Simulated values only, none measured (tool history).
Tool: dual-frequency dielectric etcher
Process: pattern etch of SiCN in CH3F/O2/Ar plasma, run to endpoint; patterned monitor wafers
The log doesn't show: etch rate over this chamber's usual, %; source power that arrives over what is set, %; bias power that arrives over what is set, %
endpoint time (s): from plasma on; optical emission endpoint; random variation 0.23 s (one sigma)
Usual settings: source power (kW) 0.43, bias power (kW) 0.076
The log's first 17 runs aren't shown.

| run | hour | source power (kW) | bias power (kW) | wafers since the last listed run | hours since the last wet clean | hours since the last source power generator calibration | hours since the last bias power generator calibration | hours since the last upper electrode change | incoming incoming film thickness, nm | endpoint time (s) |
|---|---|---|---|---|---|---|---|---|---|---|
| 18 | 505.9 | 0.36 | 0.082 | 263 | 175.5 | 2996.8 | 115.8 | 101.5 | 13.82 | 36.3 |
| 19 | 528 | 0.35 | 0.081 | 251 | 197.6 | 3018.9 | 137.9 | 123.6 | 13.81 | 36.5 |
| 20 | 545.7 | 0.38 | 0.058 | 201 | 215.3 | 3036.6 | 155.6 | 141.3 | 13.67 | 39.2 |
| 21 | 576.3 | 0.5 | 0.07 | 348 | 245.9 | 3067.2 | 186.2 | 171.9 | 13.7 | 34.5 |
|  | 591.8 | source power generator calibrated |
| 22 | 594 | 0.37 | 0.066 | 156 | 263.6 | 2.2 | 203.9 | 189.6 | 13.76 | 37.8 |
| 23 | 628.6 | 0.43 | 0.076 | 394 | 298.2 | 36.8 | 238.5 | 224.2 | 13.68 | 34.6 |
| 24 | 663.2 | 0.43 | 0.076 | 394 | 332.8 | 71.4 | 273.1 | 258.8 | 13.74 | 34.4 |
| 25 | 675.6 | 0.54 | 0.085 | 141 | 345.2 | 83.8 | 285.5 | 271.2 | 13.79 | 31.5 |
| 26 | 691.2 | 0.43 | 0.083 | 177 | 360.8 | 99.4 | 301.1 | 286.8 | 13.64 | 33.4 |
| 27 | 706 | 0.36 | 0.092 | 168 | 375.6 | 114.2 | 315.9 | 301.6 | 13.63 | 33.4 |
|  | 747.3 | wet clean of the chamber |
| 28 | 747.8 | 0.33 | 0.091 | 202 | 0.5 | 156 | 357.7 | 343.4 | 13.61 | 35.5 |
| 29 | 748.4 | 0.43 | 0.076 | 6 | 1.1 | 156.6 | 358.3 | 344 | 13.83 | 36 |
| 30 | 781 | 0.49 | 0.09 | 371 | 33.7 | 189.2 | 390.9 | 376.6 | 13.7 | 32.7 |
| 31 | 811.4 | 0.43 | 0.076 | 346 | 64.1 | 219.6 | 421.3 | 407 | 13.72 | 35.6 |
| 32 | 837.4 | 0.43 | 0.062 | 296 | 90.1 | 245.6 | 447.3 | 433 | 13.81 | 37.9 |

Forecast each of these 5 alternatives for the next run:
| A | 837.8 | 0.43 | 0.076 | 4 | 90.5 | 246 | 447.7 | 433.4 | 13.66 | ? |
| B | 837.8 | 0.48 | 0.064 | 4 | 90.5 | 246 | 447.7 | 433.4 | 13.66 | ? |
| C | 837.8 | 0.48 | 0.09 | 4 | 90.5 | 246 | 447.7 | 433.4 | 13.66 | ? |
| D | 837.8 | 0.51 | 0.076 | 4 | 90.5 | 246 | 447.7 | 433.4 | 13.66 | ? |
| E | 837.8 | 0.35 | 0.09 | 4 | 90.5 | 246 | 447.7 | 433.4 | 13.66 | ? |

| run | endpoint time (s) |
|---|---|
| A | 35.5 |
| B | 36.3 |
| C | 32.6 |
| D | 33.9 |
| E | 35.5 |
Without the tool's hidden state the same runs would have given:
| run | endpoint time (s) |
|---|---|
| A | 35.8 |
| B | 36.6 |
| C | 32.9 |
| D | 34.1 |
| E | 35.7 |

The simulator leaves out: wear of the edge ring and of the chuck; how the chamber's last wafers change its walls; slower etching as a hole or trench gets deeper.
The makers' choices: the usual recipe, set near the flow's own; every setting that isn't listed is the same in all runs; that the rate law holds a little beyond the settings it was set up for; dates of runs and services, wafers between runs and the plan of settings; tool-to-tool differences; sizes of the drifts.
